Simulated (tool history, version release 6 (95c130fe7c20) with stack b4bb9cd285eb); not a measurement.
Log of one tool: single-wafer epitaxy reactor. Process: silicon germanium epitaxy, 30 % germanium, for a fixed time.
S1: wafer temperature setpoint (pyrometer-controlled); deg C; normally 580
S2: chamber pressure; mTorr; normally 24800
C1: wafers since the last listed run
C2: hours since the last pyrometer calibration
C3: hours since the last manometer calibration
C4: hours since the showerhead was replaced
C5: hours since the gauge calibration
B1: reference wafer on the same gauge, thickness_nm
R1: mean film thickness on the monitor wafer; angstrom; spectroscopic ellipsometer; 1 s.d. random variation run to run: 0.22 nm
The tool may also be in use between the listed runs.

run,day,S1,S2,C1,C2,C3,C4,C5,B1,R1
1,0.000,580,24800,0,1861.2,1261.2,5072.6,1331.3,42.992,403.63
2,1.929,580,24800,545,1907.5,1307.5,5118.9,1377.6,42.845,405.40
3,6.238,580,24800,1218,2010.9,1410.9,5222.3,1481.0,42.936,406.25
4,7.954,580,24800,485,2052.1,1452.1,5263.5,1522.2,42.877,404.37
5,10.325,580,29200,670,2109.0,1509.0,5320.4,1579.1,42.966,433.71
6,14.721,569,24800,1243,2214.5,1614.5,5425.9,1684.6,42.919,316.11
7,18.562,569,24800,1086,2306.7,1706.7,5518.1,1776.8,42.964,313.32
8,22.625,574,24800,1149,2404.2,1804.2,5615.6,1874.3,42.878,350.97
9,26.275,589,22300,1032,2491.8,1891.8,5703.2,1961.9,42.906,468.28
# day 28.546: gauge calibrated
10,28.862,589,22300,732,2553.9,1953.9,5765.3,7.6,42.871,463.75
11,32.712,589,22300,1089,2646.3,2046.3,5857.7,100.0,42.969,466.56
12,36.096,569,27400,957,2727.5,2127.5,5938.9,181.2,42.902,320.61
13,40.571,569,21100,1266,2834.9,2234.9,6046.3,288.6,42.977,290.80
# day 44.417: showerhead replaced
14,47.633,590,21900,1903,3004.4,2404.4,77.2,458.1,42.915,463.80
# day 51.342: pyrometer calibrated
15,52.596,568,22200,1309,30.1,2523.5,196.3,577.2,42.831,320.97

For run 16, what comes out?
16,56.908,594,27700,1220,133.6,2627.0,299.8,680.7,?,?

Run 16 produced B1 42.953, R1 614.75 angstrom.
With the hidden condition absent and the run-to-run variation left alone, this run would have shown R1 616.25 angstrom.

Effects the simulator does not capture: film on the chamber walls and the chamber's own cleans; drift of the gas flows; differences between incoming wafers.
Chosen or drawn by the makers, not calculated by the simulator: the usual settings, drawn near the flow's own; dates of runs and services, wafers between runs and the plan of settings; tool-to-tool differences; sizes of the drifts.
